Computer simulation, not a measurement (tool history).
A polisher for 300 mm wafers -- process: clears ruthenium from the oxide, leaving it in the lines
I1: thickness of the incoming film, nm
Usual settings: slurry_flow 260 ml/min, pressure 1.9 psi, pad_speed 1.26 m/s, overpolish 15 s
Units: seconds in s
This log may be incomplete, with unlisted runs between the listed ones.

{"run": 1, "hour": 0.0, "slurry_flow": 260, "pressure": 1.9, "pad_speed": 1.26, "overpolish": 15, "I1": 100.3, "seconds": 83.3}
{"run": 2, "hour": 6.1, "slurry_flow": 260, "pressure": 1.9, "pad_speed": 1.26, "overpolish": 15, "I1": 98.6, "seconds": 79.5}
{"hour": 11.5, "done": "worn pad replaced by a new one"}
{"run": 3, "hour": 16.9, "slurry_flow": 260, "pressure": 1.9, "pad_speed": 1.26, "overpolish": 15, "I1": 100.7, "seconds": 78.3}
{"run": 4, "hour": 24.5, "slurry_flow": 260, "pressure": 2.3, "pad_speed": 1.26, "overpolish": 15, "I1": 100.8, "seconds": 67.2}
{"run": 5, "hour": 32.5, "slurry_flow": 260, "pressure": 2.3, "pad_speed": 1.26, "overpolish": 15, "I1": 100.9, "seconds": 68.5}
{"run": 6, "hour": 50.0, "slurry_flow": 260, "pressure": 1.9, "pad_speed": 1.26, "overpolish": 15, "I1": 100.1, "seconds": 80.3}
{"hour": 53.6, "done": "slurry nozzle cleaned"}
{"hour": 61.0, "done": "head pressure recalibrated"}
{"run": 7, "hour": 64.0, "slurry_flow": 260, "pressure": 1.9, "pad_speed": 1.26, "overpolish": 15, "I1": 99.6, "seconds": 81.9}
{"run": 8, "hour": 72.9, "slurry_flow": 260, "pressure": 1.9, "pad_speed": 1.26, "overpolish": 15, "I1": 100.5, "seconds": 82.1}
{"hour": 78.0, "done": "worn pad replaced by a new one"}
{"run": 9, "hour": 83.8, "slurry_flow": 235, "pressure": 1.9, "pad_speed": 1.26, "overpolish": 15, "I1": 101.3, "seconds": 80.1}
{"run": 10, "hour": 101.2, "slurry_flow": 260, "pressure": 1.4, "pad_speed": 1.04, "overpolish": 19, "I1": 99.6, "seconds": 119.1}
{"run": 11, "hour": 110.0, "slurry_flow": 260, "pressure": 1.9, "pad_speed": 1.26, "overpolish": 15, "I1": 99.1, "seconds": 78.6}
{"run": 12, "hour": 126.1, "slurry_flow": 260, "pressure": 1.9, "pad_speed": 1.26, "overpolish": 15, "I1": 100.7, "seconds": 81.0}
{"hour": 133.5, "done": "worn pad replaced by a new one"}
{"run": 13, "hour": 138.0, "slurry_flow": 315, "pressure": 2.2, "pad_speed": 1.66, "overpolish": 21, "I1": 101.5, "seconds": 53.8}
{"run": 14, "hour": 147.6, "slurry_flow": 260, "pressure": 1.9, "pad_speed": 1.26, "overpolish": 15, "I1": 101.4, "seconds": 79.7}
{"run": 15, "hour": 160.9, "slurry_flow": 350, "pressure": 1.6, "pad_speed": 1.64, "overpolish": 22, "I1": 99.6, "seconds": 70.5}
{"run": 16, "hour": 178.3, "slurry_flow": 260, "pressure": 1.9, "pad_speed": 1.26, "overpolish": 9, "I1": 98.8, "seconds": 80.5}

Consider 5 possible next runs. They are alternatives, not a sequence: every one starts from the tool as it was left by run 16. What does each give?
{"run": "A", "hour": 178.7, "slurry_flow": 260, "pressure": 1.9, "pad_speed": 1.26, "overpolish": 15, "I1": 100.1, "seconds": "?"}
{"run": "B", "hour": 178.7, "slurry_flow": 345, "pressure": 1.9, "pad_speed": 1.26, "overpolish": 15, "I1": 100.1, "seconds": "?"}
{"run": "C", "hour": 178.7, "slurry_flow": 215, "pressure": 1.9, "pad_speed": 1.06, "overpolish": 23, "I1": 100.1, "seconds": "?"}
{"run": "D", "hour": 178.7, "slurry_flow": 175, "pressure": 2.3, "pad_speed": 1.26, "overpolish": 15, "I1": 100.1, "seconds": "?"}
{"run": "E", "hour": 178.7, "slurry_flow": 235, "pressure": 2.2, "pad_speed": 1.02, "overpolish": 18, "I1": 100.1, "seconds": "?"}

run=A seconds=81.4
run=B seconds=79.5
run=C seconds=96.8
run=D seconds=73.0
run=E seconds=88.1
What these runs would have given with no unlogged condition in the tool:
run=A seconds=77.7
run=B seconds=75.9
run=C seconds=92.4
run=D seconds=69.7
run=E seconds=84.1
